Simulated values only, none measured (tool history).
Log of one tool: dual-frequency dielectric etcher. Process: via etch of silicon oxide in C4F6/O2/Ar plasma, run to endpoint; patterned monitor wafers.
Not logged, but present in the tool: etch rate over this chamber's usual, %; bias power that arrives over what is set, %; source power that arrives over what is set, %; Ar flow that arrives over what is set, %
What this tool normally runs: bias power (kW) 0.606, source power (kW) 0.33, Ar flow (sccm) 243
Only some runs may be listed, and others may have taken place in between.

run	hour	bias power (kW)	source power (kW)	Ar flow (sccm)	wafers since the last listed run	hours since the last wet clean	hours since the last bias power generator calibration	hours since the last source power generator calibration	hours since the last Ar flow controller change	hours since the last upper electrode change	incoming incoming film thickness, nm	endpoint time (s)
1	0	0.606	0.33	243	0	345.9	4704.5	4989	5083.4	3102.2	105.4	21.3
2	7.1	0.606	0.33	243	80	353	4711.6	4996.1	5090.5	3109.3	104.9	21
3	18.7	0.606	0.33	243	130	364.6	4723.2	5007.7	5102.1	3120.9	105.6	21.4
4	30.1	0.606	0.33	243	128	376	4734.6	5019.1	5113.5	3132.3	105.6	21.2
5	45.5	0.606	0.33	243	173	391.4	4750	5034.5	5128.9	3147.7	105.2	21.2
6	57.1	0.606	0.33	243	130	403	4761.6	5046.1	5140.5	3159.3	105.4	21.3
# hour 72.5: source power generator calibrated
7	73	0.606	0.33	243	134	418.9	4777.5	0.5	5156.4	3175.2	104.9	20.9
8	84.4	0.606	0.33	243	128	430.3	4788.9	11.9	5167.8	3186.6	103.6	20.7
# hour 114.8: wet clean of the chamber
9	115.3	0.606	0.33	243	77	0.5	4819.8	42.8	5198.7	3217.5	104.5	21.7
10	115.6	0.606	0.33	243	3	0.8	4820.1	43.1	5199	3217.8	105	21.8
11	128.1	0.548	0.37	197	140	13.3	4832.6	55.6	5211.5	3230.3	104.6	20.7
12	145.2	0.464	0.3	222	192	30.4	4849.7	72.7	5228.6	3247.4	105.3	26.2
# hour 186.1: bias power generator calibrated
13	186.6	0.751	0.33	199	421	71.8	0.5	114.1	5270	3288.8	105.9	19.1
14	200.1	0.712	0.29	190	152	85.3	14	127.6	5283.5	3302.3	105.9	21.2
# hour 212: Ar flow controller replaced
15	212.5	0.511	0.33	222	72	97.7	26.4	140	0.5	3314.7	105.1	23.4
# hour 244: upper electrode replaced
16	244.5	0.606	0.33	243	90	129.7	58.4	172	32.5	0.5	105.5	21.7
17	244.8	0.606	0.33	243	3	130	58.7	172.3	32.8	0.8	105.7	21.8
18	251.4	0.484	0.33	187	74	136.6	65.3	178.9	39.4	7.4	105.8	23.7
19	258	0.726	0.4	243	74	143.2	71.9	185.5	46	14	104.9	17.6
20	274.2	0.606	0.33	243	182	159.4	88.1	201.7	62.2	30.2	105.2	21.6
21	286.7	0.709	0.37	223	140	171.9	100.6	214.2	74.7	42.7	104.9	18.5
22	303.5	0.606	0.28	243	189	188.7	117.4	231	91.5	59.5	104.6	23.6
23	310.5	0.531	0.27	188	78	195.7	124.4	238	98.5	66.5	105.4	25.2
24	318.6	0.606	0.33	243	91	203.8	132.5	246.1	106.6	74.6	105.4	21.5
25	325.6	0.5	0.37	243	78	210.8	139.5	253.1	113.6	81.6	104.9	22.2
26	333.8	0.702	0.38	279	92	219	147.7	261.3	121.8	89.8	105.4	18.7
27	340.6	0.709	0.37	281	76	225.8	154.5	268.1	128.6	96.6	105.3	18.9
28	353.2	0.456	0.26	215	142	238.4	167.1	280.7	141.2	109.2	104.8	28.5

Consider 5 possible next runs. They are alternatives, not a sequence: every one starts from the tool as it was left by run 28. What does each give?
A	353.6	0.606	0.4	243	4	238.8	167.5	281.1	141.6	109.6	104.8	?
B	353.6	0.511	0.33	215	4	238.8	167.5	281.1	141.6	109.6	104.8	?
C	353.6	0.707	0.41	243	4	238.8	167.5	281.1	141.6	109.6	104.8	?
D	353.6	0.538	0.33	294	4	238.8	167.5	281.1	141.6	109.6	104.8	?
E	353.6	0.657	0.33	265	4	238.8	167.5	281.1	141.6	109.6	104.8	?

run	endpoint time (s)
A	19.1
B	22.8
C	17.5
D	23.1
E	20.6
Had the tool no hidden state, the same runs would have come out as:
run	endpoint time (s)
A	19.3
B	23.1
C	17.7
D	23.4
E	20.9

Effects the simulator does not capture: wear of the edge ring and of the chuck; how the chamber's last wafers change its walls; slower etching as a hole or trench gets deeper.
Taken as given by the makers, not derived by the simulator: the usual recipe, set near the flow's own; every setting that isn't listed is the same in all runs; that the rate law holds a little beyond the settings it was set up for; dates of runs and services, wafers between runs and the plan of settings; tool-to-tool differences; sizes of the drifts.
